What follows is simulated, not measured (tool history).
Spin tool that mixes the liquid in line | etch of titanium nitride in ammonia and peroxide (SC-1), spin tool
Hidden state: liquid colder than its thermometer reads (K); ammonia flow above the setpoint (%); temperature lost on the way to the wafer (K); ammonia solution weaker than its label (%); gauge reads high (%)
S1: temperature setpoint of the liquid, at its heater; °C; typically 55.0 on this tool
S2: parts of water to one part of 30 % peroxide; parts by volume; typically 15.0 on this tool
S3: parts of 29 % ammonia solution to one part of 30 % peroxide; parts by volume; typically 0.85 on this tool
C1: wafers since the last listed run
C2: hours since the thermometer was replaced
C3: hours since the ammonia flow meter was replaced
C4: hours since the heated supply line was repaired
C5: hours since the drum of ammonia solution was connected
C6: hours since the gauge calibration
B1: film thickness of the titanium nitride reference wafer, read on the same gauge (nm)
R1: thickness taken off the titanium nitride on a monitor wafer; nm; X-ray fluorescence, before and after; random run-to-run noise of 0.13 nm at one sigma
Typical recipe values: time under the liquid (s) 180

run 1 day=0.000 | S1=55.0 S2=15.0 S3=0.85 time_under_the_liquid_(s)=260 | C1=0 C2=479.5 C3=1464.1 C4=3522.9 C5=252.1 C6=929.4 | B1=90.01 | R1=21.35
-- day=1.862 thermometer replaced
run 2 day=2.833 | S1=55.0 S2=15.0 S3=0.85 time_under_the_liquid_(s)=260 | C1=445 C2=23.3 C3=1532.1 C4=3590.9 C5=320.1 C6=997.4 | B1=90.01 | R1=21.30
run 3 day=3.858 | S1=55.0 S2=15.0 S3=0.85 time_under_the_liquid_(s)=180 | C1=163 C2=47.9 C3=1556.7 C4=3615.5 C5=344.7 C6=1022.0 | B1=90.01 | R1=14.87
run 4 day=5.783 | S1=55.0 S2=15.0 S3=0.85 time_under_the_liquid_(s)=180 | C1=307 C2=94.1 C3=1602.9 C4=3661.7 C5=390.9 C6=1068.2 | B1=90.00 | R1=14.80
run 5 day=8.238 | S1=55.0 S2=15.0 S3=0.85 time_under_the_liquid_(s)=180 | C1=391 C2=153.0 C3=1661.8 C4=3720.6 C5=449.8 C6=1127.1 | B1=89.99 | R1=14.68
-- day=8.946 new drum of ammonia solution connected
run 6 day=11.221 | S1=55.0 S2=15.0 S3=0.85 time_under_the_liquid_(s)=180 | C1=469 C2=224.6 C3=1733.4 C4=3792.2 C5=54.6 C6=1198.7 | B1=89.98 | R1=14.90
run 7 day=13.725 | S1=55.0 S2=15.0 S3=0.85 time_under_the_liquid_(s)=180 | C1=399 C2=284.7 C3=1793.5 C4=3852.3 C5=114.7 C6=1258.8 | B1=90.02 | R1=14.93
run 8 day=15.888 | S1=55.0 S2=15.0 S3=0.85 time_under_the_liquid_(s)=105 | C1=345 C2=336.6 C3=1845.4 C4=3904.2 C5=166.6 C6=1310.7 | B1=90.02 | R1=8.62
run 9 day=17.229 | S1=55.0 S2=15.0 S3=0.85 time_under_the_liquid_(s)=105 | C1=214 C2=368.8 C3=1877.6 C4=3936.4 C5=198.8 C6=1342.9 | B1=89.99 | R1=8.62
run 10 day=19.992 | S1=55.0 S2=19.0 S3=0.85 time_under_the_liquid_(s)=180 | C1=440 C2=435.1 C3=1943.9 C4=4002.7 C5=265.1 C6=1409.2 | B1=90.01 | R1=12.94
-- day=20.729 gauge calibrated
run 11 day=21.679 | S1=55.0 S2=19.0 S3=0.85 time_under_the_liquid_(s)=180 | C1=269 C2=475.6 C3=1984.4 C4=4043.2 C5=305.6 C6=22.8 | B1=90.02 | R1=13.26
-- day=22.800 thermometer replaced
run 12 day=23.092 | S1=55.0 S2=19.0 S3=0.85 time_under_the_liquid_(s)=180 | C1=218 C2=7.0 C3=2018.3 C4=4077.1 C5=339.5 C6=56.7 | B1=89.98 | R1=13.18
-- day=23.958 ammonia flow meter replaced
-- day=24.108 new drum of ammonia solution connected
run 13 day=25.758 | S1=55.0 S2=15.0 S3=0.85 time_under_the_liquid_(s)=180 | C1=412 C2=71.0 C3=43.2 C4=4141.1 C5=39.6 C6=120.7 | B1=90.01 | R1=14.96
run 14 day=27.992 | S1=51.0 S2=15.0 S3=0.85 time_under_the_liquid_(s)=225 | C1=356 C2=124.6 C3=96.8 C4=4194.7 C5=93.2 C6=174.3 | B1=90.02 | R1=14.22
-- day=28.208 heated supply line repaired
run 15 day=30.675 | S1=46.5 S2=15.0 S3=0.45 time_under_the_liquid_(s)=180 | C1=421 C2=189.0 C3=161.2 C4=59.2 C5=157.6 C6=238.7 | B1=90.01 | R1=7.21
run 16 day=32.788 | S1=55.0 S2=15.0 S3=0.85 time_under_the_liquid_(s)=180 | C1=337 C2=239.7 C3=211.9 C4=109.9 C5=208.3 C6=289.4 | B1=90.00 | R1=15.04
run 17 day=35.117 | S1=55.0 S2=15.0 S3=0.55 time_under_the_liquid_(s)=180 | C1=371 C2=295.6 C3=267.8 C4=165.8 C5=264.2 C6=345.3 | B1=90.03 | R1=13.70
run 18 day=36.221 | S1=61.0 S2=15.0 S3=1.10 time_under_the_liquid_(s)=180 | C1=176 C2=322.1 C3=294.3 C4=192.3 C5=290.7 C6=371.8 | B1=90.00 | R1=23.04
run 19 day=38.512 | S1=46.5 S2=11.5 S3=1.05 time_under_the_liquid_(s)=180 | C1=365 C2=377.1 C3=349.3 C4=247.3 C5=345.7 C6=426.8 | B1=90.02 | R1=9.82
run 20 day=39.654 | S1=55.0 S2=18.0 S3=0.70 time_under_the_liquid_(s)=225 | C1=182 C2=404.5 C3=376.7 C4=274.7 C5=373.1 C6=454.2 | B1=90.02 | R1=16.29
-- day=40.546 new drum of ammonia solution connected
run 21 day=40.742 | S1=48.0 S2=15.0 S3=0.85 time_under_the_liquid_(s)=215 | C1=166 C2=430.6 C3=402.8 C4=300.8 C5=4.7 C6=480.3 | B1=90.01 | R1=10.92
run 22 day=42.050 | S1=55.0 S2=15.0 S3=0.85 time_under_the_liquid_(s)=180 | C1=208 C2=462.0 C3=434.2 C4=332.2 C5=36.1 C6=511.7 | B1=89.97 | R1=14.96
run 23 day=44.962 | S1=55.0 S2=19.0 S3=0.85 time_under_the_liquid_(s)=180 | C1=464 C2=531.9 C3=504.1 C4=402.1 C5=106.0 C6=581.6 | B1=89.99 | R1=13.04
-- day=45.229 thermometer replaced
run 24 day=47.579 | S1=48.5 S2=15.0 S3=0.85 time_under_the_liquid_(s)=250 | C1=410 C2=56.4 C3=566.9 C4=464.9 C5=168.8 C6=644.4 | B1=90.02 | R1=13.06
run 25 day=49.871 | S1=55.0 S2=18.5 S3=0.85 time_under_the_liquid_(s)=180 | C1=365 C2=111.4 C3=621.9 C4=519.9 C5=223.8 C6=699.4 | B1=89.99 | R1=13.37

Consider 3 possible next runs. They are alternatives, not a sequence: every one starts from the tool as it was left by run 25. What does each give?
run A day=49.892 | S1=55.0 S2=15.0 S3=1.00 time_under_the_liquid_(s)=180 | C1=3 C2=111.9 C3=622.4 C4=520.4 C5=224.3 C6=699.9 | B1=? | R1=?
run B day=49.892 | S1=62.5 S2=8.0 S3=0.70 time_under_the_liquid_(s)=275 | C1=3 C2=111.9 C3=622.4 C4=520.4 C5=224.3 C6=699.9 | B1=? | R1=?
run C day=49.892 | S1=46.0 S2=15.0 S3=0.75 time_under_the_liquid_(s)=180 | C1=3 C2=111.9 C3=622.4 C4=520.4 C5=224.3 C6=699.9 | B1=? | R1=?

run=A B1=90.01 R1=15.33
run=B B1=90.01 R1=50.12
run=C B1=90.01 R1=7.81
With no hidden state in the tool, these same runs would have given:
run=A R1=15.33
run=B R1=50.12
run=C R1=7.81
